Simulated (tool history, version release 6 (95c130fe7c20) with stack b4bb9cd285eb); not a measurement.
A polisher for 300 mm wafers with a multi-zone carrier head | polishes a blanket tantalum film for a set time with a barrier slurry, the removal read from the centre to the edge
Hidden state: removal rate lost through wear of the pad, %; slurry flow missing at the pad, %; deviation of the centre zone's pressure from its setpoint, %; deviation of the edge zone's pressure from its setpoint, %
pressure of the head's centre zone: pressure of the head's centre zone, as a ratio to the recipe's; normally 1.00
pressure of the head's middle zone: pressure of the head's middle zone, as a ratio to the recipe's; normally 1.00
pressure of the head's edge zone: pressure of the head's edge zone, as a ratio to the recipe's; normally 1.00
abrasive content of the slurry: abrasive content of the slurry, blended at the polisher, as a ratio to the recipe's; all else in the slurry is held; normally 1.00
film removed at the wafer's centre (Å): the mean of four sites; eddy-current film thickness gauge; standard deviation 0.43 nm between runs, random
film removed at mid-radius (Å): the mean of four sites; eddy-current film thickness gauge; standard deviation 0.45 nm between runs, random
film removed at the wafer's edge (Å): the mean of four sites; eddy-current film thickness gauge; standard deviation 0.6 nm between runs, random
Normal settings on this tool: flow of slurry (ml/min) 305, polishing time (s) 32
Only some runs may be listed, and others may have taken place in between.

run	hour	flow of slurry (ml/min)	pressure of the head's centre zone	pressure of the head's middle zone	pressure of the head's edge zone	abrasive content of the slurry	polishing time (s)	wafers since the last listed run	wafers polished on this pad	hours since the slurry nozzle was cleaned	hours since the centre zone pressure was calibrated	hours since the edge zone pressure was calibrated	hours since the carrier head's membrane was replaced	incoming thickness of the incoming film, nm	film removed at the wafer's centre (Å)	film removed at mid-radius (Å)	film removed at the wafer's edge (Å)
1	0.0	275	1.00	1.00	1.00	1.00	32	0	4180	125.5	760.9	439.1	639.8	303.2	647	614	625
2	89.2	305	1.00	1.00	1.00	1.00	32	1119	5300	214.7	850.1	528.3	729.0	304.0	645	632	633
3	126.7	305	1.00	1.00	1.00	1.00	32	470	5771	252.2	887.6	565.8	766.5	303.5	653	633	629
4	225.9	340	1.00	1.00	1.00	1.00	32	1245	7016	351.4	986.8	665.0	865.7	298.4	661	644	646
5	315.0	305	1.00	1.00	1.00	1.00	32	1118	8135	440.5	1075.9	754.1	954.8	297.4	663	623	633
# hour 360.3: centre zone pressure recalibrated
6	386.8	305	1.00	1.10	1.00	0.80	32	876	9011	512.3	26.5	825.9	1026.6	302.6	588	622	593
# hour 408.5: edge zone pressure recalibrated
7	468.8	305	1.12	1.00	1.06	1.00	32	1004	10016	594.3	108.5	60.3	1108.6	297.3	690	626	656
# hour 530.0: worn pad replaced by a new one
# hour 538.7: slurry nozzle cleaned
8	609.2	305	1.00	0.93	1.00	1.00	32	1699	981	70.5	248.9	200.7	1249.0	301.2	631	611	634
# hour 619.1: carrier head's membrane replaced by a new one
9	688.6	305	1.08	1.00	0.94	0.85	40	934	1915	149.9	328.3	280.1	69.5	302.6	807	753	731
10	754.1	340	1.00	1.00	1.00	0.90	32	822	2738	215.4	393.8	345.6	135.0	302.2	626	614	614
11	828.0	240	0.94	1.00	1.00	1.00	32	927	3665	289.3	467.7	419.5	208.9	304.9	603	606	624
12	935.0	305	1.00	1.00	1.00	1.00	32	1343	5009	396.3	574.7	526.5	315.9	299.2	647	632	632
13	1085.1	265	1.06	1.00	1.00	0.80	35	1884	6893	546.4	724.8	676.6	466.0	301.3	685	634	633
14	1145.1	305	1.00	0.91	1.00	0.80	32	753	7647	606.4	784.8	736.6	526.0	303.1	616	556	599
# hour 1168.9: edge zone pressure recalibrated
# hour 1235.2: worn pad replaced by a new one
15	1251.3	305	1.00	1.00	1.00	1.00	32	1258	202	712.6	891.0	82.4	632.2	297.0	644	629	631
# hour 1262.2: slurry nozzle cleaned
16	1332.0	305	0.96	1.00	1.00	1.00	36	1000	1202	69.8	971.7	163.1	712.9	299.2	711	713	712
17	1434.7	230	1.00	1.00	1.00	0.80	38	1289	2492	172.5	1074.4	265.8	815.6	304.7	701	691	687
18	1531.4	305	1.00	1.08	1.00	0.90	32	1214	3706	269.2	1171.1	362.5	912.3	299.6	634	648	616
19	1606.2	305	1.00	1.00	1.05	1.00	39	939	4645	344.0	1245.9	437.3	987.1	294.8	795	767	794
# hour 1687.8: centre zone pressure recalibrated
20	1712.1	305	1.00	1.00	1.00	1.00	32	1304	5949	449.9	24.3	543.2	1093.0	296.1	616	634	639
# hour 1718.1: carrier head's membrane replaced by a new one
21	1795.3	305	0.94	1.00	1.04	1.00	32	981	6931	533.1	107.5	626.4	77.2	298.5	597	629	643
22	1838.9	305	1.00	1.00	1.00	1.00	32	547	7479	576.7	151.1	670.0	120.8	294.2	621	619	619

Measured minus without-hidden-state, run by run (identical run-to-run variation in each term; gauge scatter may differ):
run	film removed at the wafer's centre (Å)
1	+26
2	+27
3	+27
4	+28
5	+29
6	-3
7	+3
8	+9
9	+15
10	+13
11	+15
12	+18
13	+21
14	+20
15	+22
16	+25
17	+26
18	+24
19	+30
20	-2
21	+3
22	+4
film removed at mid-radius (Å): within 1 of the measured result in every run.
For film removed at the wafer's edge (Å), the difference is zero in each run.
